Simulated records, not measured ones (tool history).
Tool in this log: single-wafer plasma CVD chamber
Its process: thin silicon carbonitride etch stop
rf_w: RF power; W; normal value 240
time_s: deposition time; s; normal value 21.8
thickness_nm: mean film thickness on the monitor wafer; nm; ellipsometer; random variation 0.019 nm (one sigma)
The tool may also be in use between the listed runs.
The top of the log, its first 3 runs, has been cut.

| run | day | rf_w | time_s | read-back reference wafer on the same gauge, thickness_nm | thickness_nm |
|---|---|---|---|---|---|
| 4 | 1.325 | 205 | 23.5 | 13.299 | 12.403 |
| 5 | 1.908 | 240 | 21.8 | 13.304 | 12.116 |
| 6 | 2.608 | 240 | 21.8 | 13.301 | 12.105 |
|  | 3.004 | gauge calibrated |
| 7 | 3.288 | 240 | 25 | 13.299 | 13.877 |
| 8 | 3.742 | 240 | 21.8 | 13.299 | 12.098 |
| 9 | 4.138 | 240 | 21.8 | 13.297 | 12.123 |
| 10 | 4.483 | 240 | 21.8 | 13.299 | 12.129 |
| 11 | 4.754 | 240 | 21.8 | 13.304 | 12.139 |
| 12 | 5.225 | 215 | 21.8 | 13.298 | 11.682 |
| 13 | 5.562 | 215 | 21.8 | 13.296 | 11.671 |
| 14 | 5.983 | 240 | 21.8 | 13.292 | 12.109 |
| 15 | 6.704 | 210 | 19 | 13.298 | 10.133 |
| 16 | 7.958 | 240 | 21.8 | 13.303 | 12.148 |
| 17 | 8.467 | 240 | 18 | 13.296 | 10.012 |
| 18 | 8.838 | 240 | 21.8 | 13.31 | 12.088 |
| 19 | 9.517 | 270 | 21.8 | 13.294 | 12.54 |
| 20 | 9.95 | 195 | 20.1 | 13.305 | 10.444 |
| 21 | 10.546 | 240 | 21.8 | 13.299 | 12.103 |
|  | 11.338 | RF generator calibrated |
| 22 | 11.358 | 240 | 23.1 | 13.304 | 13.19 |
| 23 | 11.75 | 265 | 18.7 | 13.303 | 11.013 |
| 24 | 12.325 | 240 | 21.8 | 13.296 | 12.479 |

Run 25 is up next; what results do you expect?
| 25 | 12.808 | 210 | 19.1 | ? | ? |

read-back reference wafer on the same gauge, thickness_nm: 13.307
thickness_nm: 10.446 nm
Minus the tool's unlogged condition, the same run would have read thickness_nm 10.463 nm.
